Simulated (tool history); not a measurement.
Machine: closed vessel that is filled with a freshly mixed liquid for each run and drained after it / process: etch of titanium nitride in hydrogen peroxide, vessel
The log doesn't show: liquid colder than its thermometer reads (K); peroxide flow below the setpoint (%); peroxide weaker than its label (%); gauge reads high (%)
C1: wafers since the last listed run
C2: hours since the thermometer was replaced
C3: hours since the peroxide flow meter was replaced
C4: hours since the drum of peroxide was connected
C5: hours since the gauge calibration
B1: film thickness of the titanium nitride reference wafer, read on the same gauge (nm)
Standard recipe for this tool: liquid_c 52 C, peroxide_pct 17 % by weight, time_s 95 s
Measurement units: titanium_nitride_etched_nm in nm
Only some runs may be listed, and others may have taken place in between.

Run 1, hour 0: usual settings but time_s 125 s; C1 0; C2 417.6; C3 1590.9; C4 1192; C5 1.5; B1 149.99. Result: titanium_nitride_etched_nm 10.83 nm.
Run 2, hour 189.3: usual settings; C1 13217; C2 606.9; C3 1780.2; C4 1381.3; C5 190.8; B1 150. Result: titanium_nitride_etched_nm 8.11 nm.
At hour 209.7: new drum of peroxide connected.
At hour 221.9: thermometer replaced.
Run 3, hour 250.6: usual settings; C1 4140; C2 28.7; C3 1841.5; C4 40.9; C5 252.1; B1 150. Result: titanium_nitride_etched_nm 8.41 nm.
Run 4, hour 314: usual settings; C1 4426; C2 92.1; C3 1904.9; C4 104.3; C5 315.5; B1 150.02. Result: titanium_nitride_etched_nm 8.33 nm.
Run 5, hour 365.3: usual settings but peroxide_pct 20.5 % by weight; C1 3581; C2 143.4; C3 1956.2; C4 155.6; C5 366.8; B1 149.99. Result: titanium_nitride_etched_nm 8.65 nm.
Run 6, hour 466: usual settings; C1 7031; C2 244.1; C3 2056.9; C4 256.3; C5 467.5; B1 149.99. Result: titanium_nitride_etched_nm 8.2 nm.
Run 7, hour 508.4: usual settings but liquid_c 58 C; C1 2960; C2 286.5; C3 2099.3; C4 298.7; C5 509.9; B1 150. Result: titanium_nitride_etched_nm 12.55 nm.
Run 8, hour 562.8: usual settings but liquid_c 58 C; C1 3798; C2 340.9; C3 2153.7; C4 353.1; C5 564.3; B1 150.01. Result: titanium_nitride_etched_nm 12.51 nm.
Run 9, hour 635: usual settings but liquid_c 58 C; C1 5041; C2 413.1; C3 2225.9; C4 425.3; C5 636.5; B1 150.01. Result: titanium_nitride_etched_nm 12.57 nm.
Run 10, hour 674.7: usual settings but peroxide_pct 18 % by weight; C1 2772; C2 452.8; C3 2265.6; C4 465; C5 676.2; B1 149.99. Result: titanium_nitride_etched_nm 8.18 nm.
Run 11, hour 720.1: usual settings but liquid_c 49.5 C, time_s 135 s; C1 3170; C2 498.2; C3 2311; C4 510.4; C5 721.6; B1 150. Result: titanium_nitride_etched_nm 9.62 nm.
At hour 827.1: thermometer replaced.
Run 12, hour 920.1: usual settings but liquid_c 49.5 C, time_s 135 s; C1 13895; C2 93; C3 2511; C4 710.4; C5 921.6; B1 150. Result: titanium_nitride_etched_nm 9.98 nm.
Run 13, hour 1013.8: usual settings; C1 6542; C2 186.7; C3 2604.7; C4 804.1; C5 1015.3; B1 150. Result: titanium_nitride_etched_nm 8.37 nm.
At hour 1033.9: peroxide flow meter replaced.
Run 14, hour 1117.2: usual settings; C1 7149; C2 290.1; C3 83.3; C4 907.5; C5 1118.7; B1 149.99. Result: titanium_nitride_etched_nm 8.38 nm.
Run 15, hour 1202.4: usual settings; C1 5949; C2 375.3; C3 168.5; C4 992.7; C5 1203.9; B1 149.98. Result: titanium_nitride_etched_nm 8.28 nm.
Run 16, hour 1286.6: usual settings but time_s 140 s; C1 5879; C2 459.5; C3 252.7; C4 1076.9; C5 1288.1; B1 150.02. Result: titanium_nitride_etched_nm 12.05 nm.
At hour 1395.2: gauge calibrated.
Run 17, hour 1511.5: usual settings but liquid_c 48.5 C, time_s 80 s; C1 15703; C2 684.4; C3 477.6; C4 1301.8; C5 116.3; B1 150.01. Result: titanium_nitride_etched_nm 5.23 nm.
Run 18, hour 1560.3: usual settings; C1 3407; C2 733.2; C3 526.4; C4 1350.6; C5 165.1; B1 150.01. Result: titanium_nitride_etched_nm 8 nm.
At hour 1578.9: thermometer replaced.
Run 19, hour 1626.5: usual settings but liquid_c 58 C; C1 4552; C2 47.6; C3 592.6; C4 1416.8; C5 231.3; B1 150. Result: titanium_nitride_etched_nm 12.83 nm.
At hour 1656.8: new drum of peroxide connected.
Run 20, hour 1685.1: usual settings but liquid_c 56.5 C, peroxide_pct 20 % by weight; C1 4021; C2 106.2; C3 651.2; C4 28.3; C5 289.9; B1 150. Result: titanium_nitride_etched_nm 11.99 nm.
Run 21, hour 1721.7: usual settings but time_s 50 s; C1 2555; C2 142.8; C3 687.8; C4 64.9; C5 326.5; B1 149.99. Result: titanium_nitride_etched_nm 4.43 nm.
Run 22, hour 1772.4: usual settings; C1 3540; C2 193.5; C3 738.5; C4 115.6; C5 377.2; B1 150.01. Result: titanium_nitride_etched_nm 8.35 nm.
Run 23, hour 1844.2: usual settings but liquid_c 61.5 C, peroxide_pct 21.5 % by weight, time_s 75 s; C1 5013; C2 265.3; C3 810.3; C4 187.4; C5 449; B1 150. Result: titanium_nitride_etched_nm 13.22 nm.
Run 24, hour 1943.1: usual settings; C1 6905; C2 364.2; C3 909.2; C4 286.3; C5 547.9; B1 149.98. Result: titanium_nitride_etched_nm 8.28 nm.
Run 25, hour 2004.5: usual settings but liquid_c 58 C, peroxide_pct 14 % by weight, time_s 135 s; C1 4287; C2 425.6; C3 970.6; C4 347.7; C5 609.3; B1 150. Result: titanium_nitride_etched_nm 16.99 nm.
Run 26, hour 2043: usual settings; C1 2688; C2 464.1; C3 1009.1; C4 386.2; C5 647.8; B1 150. Result: titanium_nitride_etched_nm 8.17 nm.
Run 27, hour 2134.7: usual settings but peroxide_pct 14.5 % by weight; C1 6402; C2 555.8; C3 1100.8; C4 477.9; C5 739.5; B1 149.99. Result: titanium_nitride_etched_nm 7.83 nm.
Run 28, hour 2218.7: usual settings but time_s 70 s; C1 5865; C2 639.8; C3 1184.8; C4 561.9; C5 823.5; B1 150. Result: titanium_nitride_etched_nm 5.98 nm.
At hour 2220.1: thermometer replaced.
Run 29, hour 2296: usual settings; C1 5327; C2 75.9; C3 1262.1; C4 639.2; C5 900.8; B1 150. Result: titanium_nitride_etched_nm 8.42 nm.
Run 30, hour 2401.2: usual settings but peroxide_pct 15.5 % by weight; C1 7345; C2 181.1; C3 1367.3; C4 744.4; C5 1006; B1 149.99. Result: titanium_nitride_etched_nm 8.24 nm.

Forecast each of these 3 alternatives for the next run:
Run A, hour 2401.9: usual settings but liquid_c 44.5 C; C1 48; C2 181.8; C3 1368; C4 745.1; C5 1006.7; B1 ?. Result: titanium_nitride_etched_nm ?.
Run B, hour 2401.9: usual settings but liquid_c 44.5 C, peroxide_pct 18.5 % by weight, time_s 110 s; C1 48; C2 181.8; C3 1368; C4 745.1; C5 1006.7; B1 ?. Result: titanium_nitride_etched_nm ?.
Run C, hour 2401.9: usual settings but liquid_c 57.5 C, peroxide_pct 15 % by weight, time_s 125 s; C1 48; C2 181.8; C3 1368; C4 745.1; C5 1006.7; B1 ?. Result: titanium_nitride_etched_nm ?.

run      B1  titanium_nitride_etched_nm
  A  149.98                        4.79
  B  149.98                        5.64
  C  149.98                       15.62
Take away the tool's hidden state, keep each run's random variation, and the runs would have read:
run  titanium_nitride_etched_nm
  A                        4.86
  B                        5.73
  C                       15.86

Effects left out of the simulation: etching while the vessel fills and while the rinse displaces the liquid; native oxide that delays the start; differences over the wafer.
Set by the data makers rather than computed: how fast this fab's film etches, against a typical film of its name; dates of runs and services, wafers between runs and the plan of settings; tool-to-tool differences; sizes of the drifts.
